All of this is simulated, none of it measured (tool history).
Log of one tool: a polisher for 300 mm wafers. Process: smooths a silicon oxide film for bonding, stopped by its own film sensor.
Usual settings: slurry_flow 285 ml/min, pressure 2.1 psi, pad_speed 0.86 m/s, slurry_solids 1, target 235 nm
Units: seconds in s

run	hour	slurry_flow	pressure	pad_speed	slurry_solids	target	wafers since the last listed run	wafers polished on this pad	hours since the slurry nozzle was cleaned	hours since the head pressure was calibrated	hours since the slurry blender was calibrated	incoming thickness of the incoming film, nm	seconds
1	0	285	2.1	1	1.25	235	0	1791	120.2	666.8	436.3	295.7	76.5
# hour 19.9: slurry blender recalibrated
# hour 102.4: head pressure recalibrated
2	102.9	285	2.1	1	1.25	235	677	2469	223.1	0.5	83	306.3	86.1
3	164.7	285	2.1	0.86	1	235	423	2893	284.9	62.3	144.8	298.8	101.1
# hour 214: worn pad replaced by a new one
4	261.9	285	2.1	0.86	1	235	638	328	382.1	159.5	242	297.3	101.5
5	301.1	285	2.1	0.86	1	235	268	597	421.3	198.7	281.2	302	109.1
6	357	285	2.1	0.86	1	235	383	980	477.2	254.6	337.1	297.6	104.2
7	425.9	285	2.1	0.86	1	218	472	1452	546.1	323.5	406	299.9	139
8	486.9	285	2.1	0.86	1	218	418	1870	607.1	384.5	467	300.3	141.1
# hour 501: slurry blender recalibrated
9	575.6	285	2.1	0.64	1	235	594	2464	695.8	473.2	74.6	305	164.2
# hour 609.9: slurry nozzle cleaned
10	666	285	2.1	0.96	1	235	612	3077	56.1	563.6	165	299.9	97.9
# hour 692.1: worn pad replaced by a new one
11	709.8	285	2.1	0.86	0.75	235	272	121	99.9	607.4	208.8	298.2	139.9
12	751.6	285	2.1	0.86	1	235	286	407	141.7	649.2	250.6	299.5	104
13	789.8	285	2.1	0.86	1	235	261	669	179.9	687.4	288.8	299.9	108.7
14	889.2	285	2.1	1.06	1	235	681	1350	279.3	786.8	388.2	300	94.1
# hour 954.5: head pressure recalibrated
# hour 1006: slurry blender recalibrated
# hour 1144.7: worn pad replaced by a new one
# hour 1194.3: slurry nozzle cleaned
15	1199	285	2.1	0.78	1	222	2061	365	4.7	244.5	193	300.4	133.2
16	1291.9	285	2.3	1	1	223	636	1002	97.6	337.4	285.9	304.8	104.2
17	1371.2	285	2.1	0.86	1	235	543	1545	176.9	416.7	365.2	304.6	110.1
# hour 1394.9: slurry blender recalibrated
18	1412.3	285	2.1	0.86	1	235	267	1813	218	457.8	17.4	299.3	103.2
# hour 1641.5: worn pad replaced by a new one
19	1707	350	1.9	1.08	1	220	1992	449	512.7	752.5	312.1	304.5	130.6
20	1803.7	285	2.8	0.94	1	235	662	1111	609.4	849.2	408.8	303.2	86.6
# hour 1863: slurry blender recalibrated
# hour 1873: slurry nozzle cleaned
# hour 1885.7: head pressure recalibrated
21	1911.2	285	2.6	0.86	1	258	702	1814	38.2	25.5	48.2	303.3	56.6
22	1970.6	285	2.6	0.86	1	235	407	2221	97.6	84.9	107.6	299.6	80.3
# hour 2020.8: worn pad replaced by a new one
23	2049.7	205	2.1	1.12	1	247	514	198	176.7	164	186.7	302	71.7
24	2094.8	185	1.5	0.86	0.8	235	309	507	221.8	209.1	231.8	297.2	178.6
25	2131.5	285	2.1	0.6	1	228	251	758	258.5	245.8	268.5	298.6	146.1
26	2196.8	330	1.4	0.86	1	235	447	1206	323.8	311.1	333.8	303.6	158.5

The tool's hidden state at each run:
removal rate lost through wear of the pad, %: 0 in every run
abrasive missing from the slurry, %: 0 in every run
H1: slurry flow missing at the pad, %
H2: deviation of the head's pressure from its setpoint, %
run	H1	H2
1	7.91	-5
2	11.4	-0.195
3	14.5	-0.238
4	20.9	-0.477
5	24.1	-0.632
6	29	-0.913
7	36	-1.35
8	43	-1.83
9	54.5	-2.68
10	1.53	-3.71
11	2.21	-4.28
12	3.21	-4.86
13	4.43	-5.43
14	8.95	-7.05
15	2.68	-0.667
16	3.63	-1.27
17	5.78	-1.93
18	7.39	-2.33
19	28.7	-6.28
20	39.5	-7.99
21	1.96	-0.137
22	2.76	-0.21
23	4.91	-0.428
24	6.69	-0.614
25	8.44	-0.799
26	12.2	-1.2

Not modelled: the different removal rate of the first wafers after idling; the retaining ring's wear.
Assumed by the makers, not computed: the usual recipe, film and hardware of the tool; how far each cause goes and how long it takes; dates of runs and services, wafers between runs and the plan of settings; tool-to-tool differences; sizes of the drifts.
